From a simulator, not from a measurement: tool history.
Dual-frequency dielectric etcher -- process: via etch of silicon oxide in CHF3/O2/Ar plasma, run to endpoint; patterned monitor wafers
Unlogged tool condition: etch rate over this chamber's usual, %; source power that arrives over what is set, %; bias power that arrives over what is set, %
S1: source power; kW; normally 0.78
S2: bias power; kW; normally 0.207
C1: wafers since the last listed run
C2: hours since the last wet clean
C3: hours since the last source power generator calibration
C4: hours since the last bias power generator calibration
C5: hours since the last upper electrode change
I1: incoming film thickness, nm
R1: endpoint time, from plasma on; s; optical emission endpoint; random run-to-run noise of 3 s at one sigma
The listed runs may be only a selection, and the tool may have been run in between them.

{"run": 1, "hour": 0.0, "S1": 0.78, "S2": 0.192, "C1": 0, "C2": 222.6, "C3": 1213, "C4": 2808.5, "C5": 4625.9, "I1": 844.5, "R1": 387.1}
{"run": 2, "hour": 54.4, "S1": 0.78, "S2": 0.207, "C1": 342, "C2": 277, "C3": 1267.4, "C4": 2862.9, "C5": 4680.3, "I1": 851, "R1": 382.7}
{"run": 3, "hour": 83.2, "S1": 0.78, "S2": 0.207, "C1": 181, "C2": 305.8, "C3": 1296.2, "C4": 2891.7, "C5": 4709.1, "I1": 839.4, "R1": 380.1}
{"run": 4, "hour": 135.5, "S1": 0.78, "S2": 0.207, "C1": 329, "C2": 358.1, "C3": 1348.5, "C4": 2944, "C5": 4761.4, "I1": 842.6, "R1": 377.8}
{"run": 5, "hour": 166.5, "S1": 0.78, "S2": 0.234, "C1": 195, "C2": 389.1, "C3": 1379.5, "C4": 2975, "C5": 4792.4, "I1": 838.7, "R1": 359.9}
{"run": 6, "hour": 231.5, "S1": 0.78, "S2": 0.234, "C1": 409, "C2": 454.1, "C3": 1444.5, "C4": 3040, "C5": 4857.4, "I1": 840.8, "R1": 367.7}
{"run": 7, "hour": 264.9, "S1": 0.78, "S2": 0.207, "C1": 210, "C2": 487.5, "C3": 1477.9, "C4": 3073.4, "C5": 4890.8, "I1": 840.1, "R1": 382.1}
{"run": 8, "hour": 310.2, "S1": 0.78, "S2": 0.207, "C1": 285, "C2": 532.8, "C3": 1523.2, "C4": 3118.7, "C5": 4936.1, "I1": 838.5, "R1": 386.3}
{"hour": 376.0, "done": "wet clean of the chamber"}
{"run": 9, "hour": 381.3, "S1": 0.78, "S2": 0.207, "C1": 296, "C2": 5.3, "C3": 1594.3, "C4": 3189.8, "C5": 5007.2, "I1": 836.8, "R1": 366.9}
{"hour": 434.9, "done": "bias power generator calibrated"}
{"run": 10, "hour": 449.3, "S1": 0.78, "S2": 0.207, "C1": 403, "C2": 73.3, "C3": 1662.3, "C4": 14.4, "C5": 5075.2, "I1": 841.6, "R1": 371.3}
{"run": 11, "hour": 517.0, "S1": 0.78, "S2": 0.207, "C1": 426, "C2": 141, "C3": 1730, "C4": 82.1, "C5": 5142.9, "I1": 841.5, "R1": 370.8}
{"run": 12, "hour": 548.2, "S1": 0.86, "S2": 0.239, "C1": 196, "C2": 172.2, "C3": 1761.2, "C4": 113.3, "C5": 5174.1, "I1": 839.3, "R1": 344.7}
{"run": 13, "hour": 596.9, "S1": 0.84, "S2": 0.207, "C1": 306, "C2": 220.9, "C3": 1809.9, "C4": 162, "C5": 5222.8, "I1": 845.7, "R1": 364.5}
{"run": 14, "hour": 650.7, "S1": 0.87, "S2": 0.22, "C1": 338, "C2": 274.7, "C3": 1863.7, "C4": 215.8, "C5": 5276.6, "I1": 828.1, "R1": 349.2}
{"hour": 655.3, "done": "source power generator calibrated"}
{"run": 15, "hour": 696.6, "S1": 0.78, "S2": 0.207, "C1": 263, "C2": 320.6, "C3": 41.3, "C4": 261.7, "C5": 5322.5, "I1": 836.4, "R1": 376.1}
{"run": 16, "hour": 758.3, "S1": 0.85, "S2": 0.223, "C1": 388, "C2": 382.3, "C3": 103, "C4": 323.4, "C5": 5384.2, "I1": 840.6, "R1": 362.5}
{"run": 17, "hour": 819.9, "S1": 0.78, "S2": 0.207, "C1": 388, "C2": 443.9, "C3": 164.6, "C4": 385, "C5": 5445.8, "I1": 837.6, "R1": 380}
{"run": 18, "hour": 846.8, "S1": 0.69, "S2": 0.207, "C1": 169, "C2": 470.8, "C3": 191.5, "C4": 411.9, "C5": 5472.7, "I1": 833.3, "R1": 387.6}
{"hour": 881.4, "done": "upper electrode replaced"}
{"run": 19, "hour": 881.9, "S1": 0.78, "S2": 0.186, "C1": 69, "C2": 505.9, "C3": 226.6, "C4": 447, "C5": 0.5, "I1": 834.5, "R1": 399.1}
{"run": 20, "hour": 918.2, "S1": 0.65, "S2": 0.226, "C1": 228, "C2": 542.2, "C3": 262.9, "C4": 483.3, "C5": 36.8, "I1": 840.1, "R1": 387.1}
{"run": 21, "hour": 949.1, "S1": 0.78, "S2": 0.173, "C1": 194, "C2": 573.1, "C3": 293.8, "C4": 514.2, "C5": 67.7, "I1": 831.2, "R1": 409.2}
{"run": 22, "hour": 1012.3, "S1": 0.78, "S2": 0.173, "C1": 398, "C2": 636.3, "C3": 357, "C4": 577.4, "C5": 130.9, "I1": 842.9, "R1": 408.4}
{"hour": 1042.7, "done": "wet clean of the chamber"}
{"run": 23, "hour": 1057.1, "S1": 0.78, "S2": 0.207, "C1": 131, "C2": 14.4, "C3": 401.8, "C4": 622.2, "C5": 175.7, "I1": 845.4, "R1": 362.6}
{"run": 24, "hour": 1123.5, "S1": 0.88, "S2": 0.192, "C1": 418, "C2": 80.8, "C3": 468.2, "C4": 688.6, "C5": 242.1, "I1": 831.9, "R1": 364.3}
{"run": 25, "hour": 1155.0, "S1": 0.78, "S2": 0.207, "C1": 198, "C2": 112.3, "C3": 499.7, "C4": 720.1, "C5": 273.6, "I1": 834.9, "R1": 364.8}

Forecast each of these 3 alternatives for the next run:
{"run": "A", "hour": 1155.5, "S1": 0.78, "S2": 0.207, "C1": 3, "C2": 112.8, "C3": 500.2, "C4": 720.6, "C5": 274.1, "I1": 840.2, "R1": "?"}
{"run": "B", "hour": 1155.5, "S1": 0.96, "S2": 0.187, "C1": 3, "C2": 112.8, "C3": 500.2, "C4": 720.6, "C5": 274.1, "I1": 840.2, "R1": "?"}
{"run": "C", "hour": 1155.5, "S1": 0.98, "S2": 0.245, "C1": 3, "C2": 112.8, "C3": 500.2, "C4": 720.6, "C5": 274.1, "I1": 840.2, "R1": "?"}

run=A R1=365.1
run=B R1=358.3
run=C R1=323.1
Stripped of hidden state, with their random variation kept, the same runs would have yielded:
run=A R1=361.4
run=B R1=354.7
run=C R1=319.9
